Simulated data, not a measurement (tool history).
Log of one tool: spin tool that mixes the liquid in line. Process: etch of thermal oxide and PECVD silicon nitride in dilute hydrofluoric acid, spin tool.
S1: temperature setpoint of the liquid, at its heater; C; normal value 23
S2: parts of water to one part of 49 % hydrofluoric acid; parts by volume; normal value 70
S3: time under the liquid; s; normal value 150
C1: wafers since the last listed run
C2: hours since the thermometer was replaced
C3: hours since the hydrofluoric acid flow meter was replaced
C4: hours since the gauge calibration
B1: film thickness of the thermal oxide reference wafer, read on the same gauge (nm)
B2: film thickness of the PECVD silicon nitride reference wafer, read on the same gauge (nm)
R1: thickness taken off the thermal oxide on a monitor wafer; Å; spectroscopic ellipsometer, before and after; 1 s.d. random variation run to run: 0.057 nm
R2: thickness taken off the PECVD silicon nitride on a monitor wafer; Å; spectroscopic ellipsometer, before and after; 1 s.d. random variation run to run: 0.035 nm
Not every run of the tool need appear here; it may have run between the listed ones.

run,day,S1,S2,S3,C1,C2,C3,C4,B1,B2,R1,R2
1,0,27,70,150,0,547.3,358.6,218.3,109.96,89.984,129.6,61.41
2,0.6,23,60,90,96,561.7,373,232.7,109.98,90.03,78.2,32.89
3,1.121,23,70,150,83,574.2,385.5,245.2,110.01,90.036,110.9,47.15
4,1.508,23,70,150,62,583.5,394.8,254.5,110.01,90.024,110.5,48.17
# day 2.108: thermometer replaced
5,2.129,23,70,150,93,0.5,409.7,269.4,109.98,89.994,110.2,48.12
6,2.696,23,70,150,91,14.1,423.3,283,110,90.016,110.8,48.06
7,3.254,23,70,150,89,27.5,436.7,296.4,110.01,89.986,111.3,48.33
8,3.792,23,70,150,86,40.4,449.6,309.3,110,90.013,111.3,47.79
9,4.254,23,70,150,74,51.5,460.7,320.4,109.97,89.987,111.7,47.87
10,4.683,23,70,150,69,61.8,471,330.7,109.99,90.02,110.4,47.77
11,5.35,27.5,70,210,107,77.8,487,346.7,110,89.959,185.8,89.24
12,5.638,23,70,150,46,84.7,493.9,353.6,109.97,89.99,112,47.69
13,6.233,18.5,95,200,95,99,508.2,367.9,109.95,90.007,88.8,35.58
# day 6.288: gauge calibrated
14,7.512,19.5,80,105,205,129.7,538.9,29.4,110.03,89.992,58.7,23.23
15,7.833,19,40,110,51,137.4,546.6,37.1,109.99,89.991,126.7,46.62
# day 8.175: hydrofluoric acid flow meter replaced
16,8.446,23,70,150,91,152.1,6.5,51.8,109.97,89.972,107.2,46.28
17,9.158,18.5,70,150,114,169.2,23.6,68.9,110.01,90.009,88.8,33.97
18,9.908,23,70,110,120,187.2,41.6,86.9,109.99,89.988,78.3,33.79
19,10.629,19.5,90,150,116,204.5,58.9,104.2,110.01,89.991,70.2,28.54
20,11.3,27.5,95,150,108,220.6,75,120.3,109.99,89.959,91.5,46.26
21,12.038,24.5,45,175,118,238.3,92.7,138,110,90.006,212.7,92.31
22,12.371,24.5,70,150,53,246.3,100.7,146,109.95,89.987,113.3,51.27
23,13.062,23,70,150,111,262.9,117.3,162.6,110.05,89.974,109,46.93
24,13.558,23,70,150,79,274.8,129.2,174.5,110.03,90.007,108.1,46.91
25,14.242,23,70,150,110,291.2,145.6,190.9,109.95,89.991,107.6,47.57
26,14.579,27,100,235,54,299.3,153.7,199,110.01,89.997,135.5,65.91
27,16.629,23,70,150,330,348.5,202.9,248.2,110,90.015,107.2,47.15

What if the next run were any one of these 3? Each begins from the tool's condition after run 27:
A,16.65,23,50,150,3,349,203.4,248.7,?,?,?,?
B,16.65,23,35,210,3,349,203.4,248.7,?,?,?,?
C,16.65,27.5,40,175,3,349,203.4,248.7,?,?,?,?

run,B1,B2,R1,R2
A,110.01,90.042,156.9,65.13
B,110.01,90.042,319.8,129.01
C,110.01,90.042,278.8,127.76
Without the tool's unlogged condition, the same runs would have read:
run,R1,R2
A,153,63.65
B,312.1,126.12
C,272,124.89

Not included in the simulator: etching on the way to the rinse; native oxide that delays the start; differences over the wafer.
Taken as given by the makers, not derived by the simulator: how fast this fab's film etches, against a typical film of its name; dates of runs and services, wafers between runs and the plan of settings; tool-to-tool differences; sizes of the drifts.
